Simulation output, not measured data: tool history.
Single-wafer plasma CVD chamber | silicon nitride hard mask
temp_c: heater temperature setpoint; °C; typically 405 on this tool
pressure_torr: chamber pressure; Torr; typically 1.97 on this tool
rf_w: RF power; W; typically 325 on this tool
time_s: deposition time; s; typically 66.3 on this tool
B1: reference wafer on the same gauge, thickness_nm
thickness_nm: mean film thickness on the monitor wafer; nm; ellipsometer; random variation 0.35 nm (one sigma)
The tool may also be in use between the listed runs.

Run 1, hour 0.0: usual settings but time_s 72.3 s; B1 90.182. Result: thickness_nm 93.257 nm.
Run 2, hour 17.7: usual settings but rf_w 280 W; B1 90.269. Result: thickness_nm 78.857 nm.
Run 3, hour 49.3: usual settings but rf_w 280 W; B1 90.041. Result: thickness_nm 78.111 nm.
Run 4, hour 85.0: usual settings but pressure_torr 2.23 Torr, time_s 63.6 s; B1 90.033. Result: thickness_nm 85.656 nm.
Run 5, hour 119.9: usual settings but pressure_torr 2.23 Torr, time_s 63.6 s; B1 90.010. Result: thickness_nm 86.088 nm.
Run 6, hour 146.9: usual settings; B1 90.160. Result: thickness_nm 85.012 nm.
Run 7, hour 159.7: usual settings but rf_w 345 W; B1 90.023. Result: thickness_nm 87.616 nm.
At hour 168.7: thermocouple changed; heater temperature recalibrated.
Run 8, hour 182.8: usual settings but rf_w 345 W; B1 89.966. Result: thickness_nm 87.152 nm.
Run 9, hour 203.4: usual settings but rf_w 345 W; B1 90.032. Result: thickness_nm 87.298 nm.
At hour 216.1: gauge calibrated.
Run 10, hour 226.7: usual settings; B1 90.870. Result: thickness_nm 85.974 nm.
Run 11, hour 257.8: usual settings; B1 90.552. Result: thickness_nm 85.026 nm.
Run 12, hour 272.0: usual settings but pressure_torr 1.58 Torr; B1 90.335. Result: thickness_nm 75.208 nm.
Run 13, hour 307.4: usual settings but temp_c 400 °C, pressure_torr 1.81 Torr, rf_w 360 W, time_s 58.6 s; B1 90.218. Result: thickness_nm 76.114 nm.
At hour 324.0: capacitance manometer re-zeroed and calibrated.
At hour 332.9: showerhead replaced.
Run 14, hour 334.4: usual settings but pressure_torr 1.66 Torr; B1 89.937. Result: thickness_nm 77.378 nm.
Run 15, hour 347.6: usual settings; B1 90.078. Result: thickness_nm 85.332 nm.
Run 16, hour 370.5: usual settings; B1 89.961. Result: thickness_nm 84.957 nm.
At hour 381.1: RF generator calibrated.
Run 17, hour 397.7: usual settings but temp_c 396 °C, rf_w 265 W; B1 90.049. Result: thickness_nm 76.110 nm.
Run 18, hour 414.4: usual settings but rf_w 305 W; B1 89.803. Result: thickness_nm 81.484 nm.
Run 19, hour 439.3: usual settings but pressure_torr 1.53 Torr, rf_w 290 W; B1 89.730. Result: thickness_nm 69.351 nm.
Run 20, hour 455.3: usual settings but rf_w 305 W; B1 89.582. Result: thickness_nm 81.674 nm.
Run 21, hour 480.1: usual settings but temp_c 412 °C, pressure_torr 1.67 Torr, time_s 74.3 s; B1 89.594. Result: thickness_nm 86.293 nm.
Run 22, hour 495.3: usual settings; B1 89.746. Result: thickness_nm 83.986 nm.

Branching from run 22: 3 alternative next runs. What would each branch give?
Run A, hour 495.7: usual settings; B1 ?. Result: thickness_nm ?.
Run B, hour 495.7: usual settings but temp_c 412 °C, pressure_torr 2.38 Torr, rf_w 385 W, time_s 53.4 s; B1 ?. Result: thickness_nm ?.
Run C, hour 495.7: usual settings but temp_c 395 °C, pressure_torr 1.80 Torr; B1 ?. Result: thickness_nm ?.

run      B1  thickness_nm
  A  89.611        84.202
  B  89.611        79.957
  C  89.611        80.961
Take away the tool's hidden state, keep each run's random variation, and the runs would have read:
run  thickness_nm
  A        85.568
  B        81.254
  C        82.275

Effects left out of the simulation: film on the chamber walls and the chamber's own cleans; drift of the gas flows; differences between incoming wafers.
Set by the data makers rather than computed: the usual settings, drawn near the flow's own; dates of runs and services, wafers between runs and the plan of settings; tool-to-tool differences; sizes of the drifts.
